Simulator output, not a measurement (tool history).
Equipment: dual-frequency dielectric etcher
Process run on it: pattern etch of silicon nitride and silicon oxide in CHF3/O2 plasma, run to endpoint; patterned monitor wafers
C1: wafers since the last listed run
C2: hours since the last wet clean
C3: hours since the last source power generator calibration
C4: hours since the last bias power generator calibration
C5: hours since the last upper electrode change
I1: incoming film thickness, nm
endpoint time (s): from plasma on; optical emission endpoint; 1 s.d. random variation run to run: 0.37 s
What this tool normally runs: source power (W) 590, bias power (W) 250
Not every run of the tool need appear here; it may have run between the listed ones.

run 1 hour=0 | source_power_(W)=710 bias_power_(W)=228 | C1=0 C2=380.9 C3=1654.3 C4=1737.5 C5=2347.9 | I1=223.2 | endpoint_time_(s)=122
run 2 hour=12.1 | source_power_(W)=590 bias_power_(W)=250 | C1=114 C2=393 C3=1666.4 C4=1749.6 C5=2360 | I1=227.4 | endpoint_time_(s)=131.5
run 3 hour=25.6 | source_power_(W)=590 bias_power_(W)=250 | C1=127 C2=406.5 C3=1679.9 C4=1763.1 C5=2373.5 | I1=225.1 | endpoint_time_(s)=130.6
run 4 hour=43 | source_power_(W)=590 bias_power_(W)=250 | C1=164 C2=423.9 C3=1697.3 C4=1780.5 C5=2390.9 | I1=227 | endpoint_time_(s)=132.4
run 5 hour=81.9 | source_power_(W)=590 bias_power_(W)=250 | C1=368 C2=462.8 C3=1736.2 C4=1819.4 C5=2429.8 | I1=225.6 | endpoint_time_(s)=132.3
run 6 hour=96.3 | source_power_(W)=590 bias_power_(W)=250 | C1=136 C2=477.2 C3=1750.6 C4=1833.8 C5=2444.2 | I1=222.5 | endpoint_time_(s)=130.1
-- hour=133.4 wet clean of the chamber
run 7 hour=133.9 | source_power_(W)=590 bias_power_(W)=250 | C1=128 C2=0.5 C3=1788.2 C4=1871.4 C5=2481.8 | I1=222.6 | endpoint_time_(s)=124.2
-- hour=151.2 source power generator calibrated
-- hour=171.3 upper electrode replaced
run 8 hour=171.8 | source_power_(W)=670 bias_power_(W)=250 | C1=130 C2=38.4 C3=20.6 C4=1909.3 C5=0.5 | I1=224.7 | endpoint_time_(s)=116.7
run 9 hour=173.8 | source_power_(W)=670 bias_power_(W)=250 | C1=18 C2=40.4 C3=22.6 C4=1911.3 C5=2.5 | I1=225.6 | endpoint_time_(s)=117.4
run 10 hour=182.9 | source_power_(W)=590 bias_power_(W)=250 | C1=86 C2=49.5 C3=31.7 C4=1920.4 C5=11.6 | I1=226.5 | endpoint_time_(s)=127.6
run 11 hour=189.1 | source_power_(W)=590 bias_power_(W)=250 | C1=58 C2=55.7 C3=37.9 C4=1926.6 C5=17.8 | I1=226.2 | endpoint_time_(s)=126.2
run 12 hour=198.4 | source_power_(W)=730 bias_power_(W)=250 | C1=88 C2=65 C3=47.2 C4=1935.9 C5=27.1 | I1=224.5 | endpoint_time_(s)=112
-- hour=214.7 bias power generator calibrated
run 13 hour=215.2 | source_power_(W)=720 bias_power_(W)=250 | C1=121 C2=81.8 C3=64 C4=0.5 C5=43.9 | I1=222.6 | endpoint_time_(s)=112.1
run 14 hour=225.9 | source_power_(W)=590 bias_power_(W)=250 | C1=101 C2=92.5 C3=74.7 C4=11.2 C5=54.6 | I1=223.8 | endpoint_time_(s)=126.3
run 15 hour=232.6 | source_power_(W)=590 bias_power_(W)=279 | C1=63 C2=99.2 C3=81.4 C4=17.9 C5=61.3 | I1=226.2 | endpoint_time_(s)=121
run 16 hour=241 | source_power_(W)=590 bias_power_(W)=250 | C1=79 C2=107.6 C3=89.8 C4=26.3 C5=69.7 | I1=224.9 | endpoint_time_(s)=126.7
run 17 hour=253.3 | source_power_(W)=590 bias_power_(W)=250 | C1=116 C2=119.9 C3=102.1 C4=38.6 C5=82 | I1=226.6 | endpoint_time_(s)=127.6
run 18 hour=260.9 | source_power_(W)=590 bias_power_(W)=298 | C1=72 C2=127.5 C3=109.7 C4=46.2 C5=89.6 | I1=223.6 | endpoint_time_(s)=116.2
run 19 hour=268 | source_power_(W)=490 bias_power_(W)=250 | C1=67 C2=134.6 C3=116.8 C4=53.3 C5=96.7 | I1=222.4 | endpoint_time_(s)=141.8
run 20 hour=278.4 | source_power_(W)=590 bias_power_(W)=302 | C1=98 C2=145 C3=127.2 C4=63.7 C5=107.1 | I1=225.2 | endpoint_time_(s)=115.9
run 21 hour=288.4 | source_power_(W)=590 bias_power_(W)=250 | C1=94 C2=155 C3=137.2 C4=73.7 C5=117.1 | I1=223.7 | endpoint_time_(s)=126.5
run 22 hour=297.6 | source_power_(W)=640 bias_power_(W)=285 | C1=87 C2=164.2 C3=146.4 C4=82.9 C5=126.3 | I1=226.7 | endpoint_time_(s)=115

Hidden condition of the tool, last listed run before each entry between runs versus first listed run after:
Between runs 6 and 7: wet clean of the chamber (hour 133.4)
  etch rate over this chamber's usual, %: -5.14 -> -0.474
  measured minus no-state result, endpoint time (s): +6.6 -> +0.6
Between runs 7 and 8: source power generator calibrated (hour 151.2); upper electrode replaced (hour 171.3)
  etch rate over this chamber's usual, %: -0.474 -> -0.867
  measured minus no-state result, endpoint time (s): +0.6 -> +1
Between runs 12 and 13: bias power generator calibrated (hour 214.7)
  etch rate over this chamber's usual, %: -1.14 -> -1.32
  measured minus no-state result, endpoint time (s): +1.3 -> +1.4

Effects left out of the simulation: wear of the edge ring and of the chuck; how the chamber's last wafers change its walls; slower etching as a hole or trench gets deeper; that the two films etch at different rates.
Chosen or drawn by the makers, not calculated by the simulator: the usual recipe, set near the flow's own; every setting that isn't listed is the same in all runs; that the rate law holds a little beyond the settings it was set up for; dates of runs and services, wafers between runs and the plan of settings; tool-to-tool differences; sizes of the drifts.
